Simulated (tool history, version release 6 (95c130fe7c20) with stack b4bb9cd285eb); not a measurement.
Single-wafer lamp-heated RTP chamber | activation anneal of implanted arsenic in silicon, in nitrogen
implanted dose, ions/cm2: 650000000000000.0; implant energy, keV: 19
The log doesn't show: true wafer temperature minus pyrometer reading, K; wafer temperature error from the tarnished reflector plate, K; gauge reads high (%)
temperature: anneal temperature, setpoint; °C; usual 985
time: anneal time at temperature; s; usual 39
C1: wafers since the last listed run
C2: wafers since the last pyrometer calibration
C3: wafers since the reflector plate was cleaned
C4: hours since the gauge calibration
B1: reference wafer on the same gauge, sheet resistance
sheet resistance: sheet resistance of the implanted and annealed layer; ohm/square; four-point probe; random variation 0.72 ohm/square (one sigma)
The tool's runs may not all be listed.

run 1 day=0.000 | temperature=985 time=45 | C1=0 C2=3558 C3=1891 C4=445.9 | B1=195.38 | sheet_resistance=176.45
-- day=1.238 pyrometer window cleaned and pyrometer calibrated
run 2 day=1.529 | temperature=985 time=45 | C1=411 C2=99 C3=2303 C4=482.6 | B1=195.55 | sheet_resistance=176.60
run 3 day=4.617 | temperature=985 time=39 | C1=1062 C2=1162 C3=3366 C4=556.7 | B1=195.42 | sheet_resistance=178.42
run 4 day=8.721 | temperature=985 time=39 | C1=1412 C2=2575 C3=4778 C4=655.2 | B1=195.48 | sheet_resistance=177.22
-- day=12.367 reflector plate cleaned
run 5 day=12.388 | temperature=993 time=39 | C1=1147 C2=3722 C3=6 C4=743.2 | B1=195.60 | sheet_resistance=177.49
-- day=15.979 pyrometer window cleaned and pyrometer calibrated
run 6 day=16.167 | temperature=993 time=39 | C1=1186 C2=64 C3=1192 C4=833.9 | B1=195.99 | sheet_resistance=176.10
run 7 day=19.050 | temperature=970 time=39 | C1=992 C2=1057 C3=2185 C4=903.1 | B1=195.90 | sheet_resistance=181.61
run 8 day=21.904 | temperature=970 time=39 | C1=982 C2=2039 C3=3167 C4=971.6 | B1=196.36 | sheet_resistance=181.23
run 9 day=24.925 | temperature=1015 time=57 | C1=1039 C2=3079 C3=4207 C4=1044.1 | B1=196.42 | sheet_resistance=169.34
-- day=30.333 pyrometer window cleaned and pyrometer calibrated
-- day=30.908 reflector plate cleaned
run 10 day=37.562 | temperature=998 time=21 | C1=4120 C2=2373 C3=2290 C4=1347.4 | B1=197.88 | sheet_resistance=181.48
-- day=38.296 gauge calibrated
run 11 day=41.192 | temperature=956 time=45 | C1=1249 C2=3622 C3=3540 C4=69.5 | B1=195.04 | sheet_resistance=181.76
-- day=41.850 pyrometer window cleaned and pyrometer calibrated
run 12 day=44.958 | temperature=985 time=39 | C1=1181 C2=1070 C3=4721 C4=159.9 | B1=195.29 | sheet_resistance=176.37
-- day=45.429 reflector plate cleaned
run 13 day=47.988 | temperature=1014 time=39 | C1=927 C2=1998 C3=880 C4=232.6 | B1=195.00 | sheet_resistance=169.42
run 14 day=52.442 | temperature=970 time=39 | C1=1533 C2=3531 C3=2413 C4=339.5 | B1=195.16 | sheet_resistance=180.53
-- day=52.946 pyrometer window cleaned and pyrometer calibrated
run 15 day=56.562 | temperature=997 time=39 | C1=1303 C2=1244 C3=3717 C4=438.4 | B1=194.91 | sheet_resistance=174.24
run 16 day=58.221 | temperature=963 time=54 | C1=570 C2=1815 C3=4288 C4=478.2 | B1=195.18 | sheet_resistance=180.67
-- day=60.046 reflector plate cleaned
run 17 day=60.083 | temperature=995 time=39 | C1=526 C2=2341 C3=12 C4=522.9 | B1=195.47 | sheet_resistance=175.33

Forecast each of these 5 alternatives for the next run:
run A day=60.100 | temperature=1001 time=39 | C1=5 C2=2347 C3=18 C4=523.3 | B1=? | sheet_resistance=?
run B day=60.100 | temperature=1009 time=23 | C1=5 C2=2347 C3=18 C4=523.3 | B1=? | sheet_resistance=?
run C day=60.100 | temperature=985 time=56 | C1=5 C2=2347 C3=18 C4=523.3 | B1=? | sheet_resistance=?
run D day=60.100 | temperature=970 time=57 | C1=5 C2=2347 C3=18 C4=523.3 | B1=? | sheet_resistance=?
run E day=60.100 | temperature=971 time=39 | C1=5 C2=2347 C3=18 C4=523.3 | B1=? | sheet_resistance=?

run=A B1=195.30 sheet_resistance=174.62
run=B B1=195.30 sheet_resistance=177.51
run=C B1=195.30 sheet_resistance=175.03
run=D B1=195.30 sheet_resistance=178.39
run=E B1=195.30 sheet_resistance=181.30
Without the tool's hidden state the same runs would have given:
run=A sheet_resistance=174.16
run=B sheet_resistance=177.04
run=C sheet_resistance=174.57
run=D sheet_resistance=177.91
run=E sheet_resistance=180.82
